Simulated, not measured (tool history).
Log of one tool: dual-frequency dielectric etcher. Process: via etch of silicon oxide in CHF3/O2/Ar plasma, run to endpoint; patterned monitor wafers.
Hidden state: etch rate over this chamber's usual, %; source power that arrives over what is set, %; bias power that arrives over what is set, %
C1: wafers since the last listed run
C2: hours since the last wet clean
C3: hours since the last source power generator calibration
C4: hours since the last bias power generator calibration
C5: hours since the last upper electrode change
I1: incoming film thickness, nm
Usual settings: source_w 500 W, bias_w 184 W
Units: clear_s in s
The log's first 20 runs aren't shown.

{"run": 21, "hour": 1068.0, "source_w": 410, "bias_w": 217, "C1": 212, "C2": 292.4, "C3": 1121.5, "C4": 1519.6, "C5": 1068.5, "I1": 562.9, "clear_s": 307.8}
{"run": 22, "hour": 1128.4, "source_w": 420, "bias_w": 159, "C1": 299, "C2": 352.8, "C3": 1181.9, "C4": 1580.0, "C5": 1128.9, "I1": 563.8, "clear_s": 337.8}
{"hour": 1151.3, "done": "bias power generator calibrated"}
{"run": 23, "hour": 1185.7, "source_w": 410, "bias_w": 220, "C1": 264, "C2": 410.1, "C3": 1239.2, "C4": 34.4, "C5": 1186.2, "I1": 560.2, "clear_s": 307.8}
{"hour": 1240.4, "done": "wet clean of the chamber"}
{"run": 24, "hour": 1240.9, "source_w": 550, "bias_w": 221, "C1": 154, "C2": 0.5, "C3": 1294.4, "C4": 89.6, "C5": 1241.4, "I1": 569.4, "clear_s": 282.0}
{"run": 25, "hour": 1280.0, "source_w": 610, "bias_w": 164, "C1": 193, "C2": 39.6, "C3": 1333.5, "C4": 128.7, "C5": 1280.5, "I1": 560.5, "clear_s": 295.7}
{"run": 26, "hour": 1331.4, "source_w": 440, "bias_w": 155, "C1": 254, "C2": 91.0, "C3": 1384.9, "C4": 180.1, "C5": 1331.9, "I1": 568.8, "clear_s": 329.6}
{"run": 27, "hour": 1371.6, "source_w": 500, "bias_w": 184, "C1": 199, "C2": 131.2, "C3": 1425.1, "C4": 220.3, "C5": 1372.1, "I1": 565.4, "clear_s": 306.5}
{"run": 28, "hour": 1430.2, "source_w": 560, "bias_w": 223, "C1": 290, "C2": 189.8, "C3": 1483.7, "C4": 278.9, "C5": 1430.7, "I1": 562.6, "clear_s": 278.5}
{"run": 29, "hour": 1481.2, "source_w": 440, "bias_w": 184, "C1": 252, "C2": 240.8, "C3": 1534.7, "C4": 329.9, "C5": 1481.7, "I1": 563.9, "clear_s": 316.0}
{"run": 30, "hour": 1527.5, "source_w": 500, "bias_w": 184, "C1": 229, "C2": 287.1, "C3": 1581.0, "C4": 376.2, "C5": 1528.0, "I1": 561.1, "clear_s": 301.8}
{"run": 31, "hour": 1564.6, "source_w": 410, "bias_w": 218, "C1": 184, "C2": 324.2, "C3": 1618.1, "C4": 413.3, "C5": 1565.1, "I1": 564.7, "clear_s": 304.5}
{"run": 32, "hour": 1614.3, "source_w": 420, "bias_w": 184, "C1": 246, "C2": 373.9, "C3": 1667.8, "C4": 463.0, "C5": 1614.8, "I1": 562.3, "clear_s": 322.7}
{"run": 33, "hour": 1672.9, "source_w": 500, "bias_w": 184, "C1": 290, "C2": 432.5, "C3": 1726.4, "C4": 521.6, "C5": 1673.4, "I1": 557.9, "clear_s": 307.2}
{"hour": 1730.0, "done": "wet clean of the chamber"}
{"run": 34, "hour": 1731.9, "source_w": 500, "bias_w": 169, "C1": 173, "C2": 1.9, "C3": 1785.4, "C4": 580.6, "C5": 1732.4, "I1": 559.7, "clear_s": 304.4}

5 ways to go on from here, each from the tool as it stands after run 34. What would each give?
{"run": "A", "hour": 1732.4, "source_w": 500, "bias_w": 211, "C1": 2, "C2": 2.4, "C3": 1785.9, "C4": 581.1, "C5": 1732.9, "I1": 567.8, "clear_s": "?"}
{"run": "B", "hour": 1732.4, "source_w": 540, "bias_w": 157, "C1": 2, "C2": 2.4, "C3": 1785.9, "C4": 581.1, "C5": 1732.9, "I1": 567.8, "clear_s": "?"}
{"run": "C", "hour": 1732.4, "source_w": 530, "bias_w": 184, "C1": 2, "C2": 2.4, "C3": 1785.9, "C4": 581.1, "C5": 1732.9, "I1": 567.8, "clear_s": "?"}
{"run": "D", "hour": 1732.4, "source_w": 380, "bias_w": 184, "C1": 2, "C2": 2.4, "C3": 1785.9, "C4": 581.1, "C5": 1732.9, "I1": 567.8, "clear_s": "?"}
{"run": "E", "hour": 1732.4, "source_w": 390, "bias_w": 220, "C1": 2, "C2": 2.4, "C3": 1785.9, "C4": 581.1, "C5": 1732.9, "I1": 567.8, "clear_s": "?"}

run=A clear_s=290.0
run=B clear_s=309.9
run=C clear_s=297.6
run=D clear_s=323.4
run=E clear_s=304.4
Without the tool's hidden state the same runs would have given:
run=A clear_s=291.2
run=B clear_s=311.1
run=C clear_s=298.8
run=D clear_s=324.7
run=E clear_s=305.6
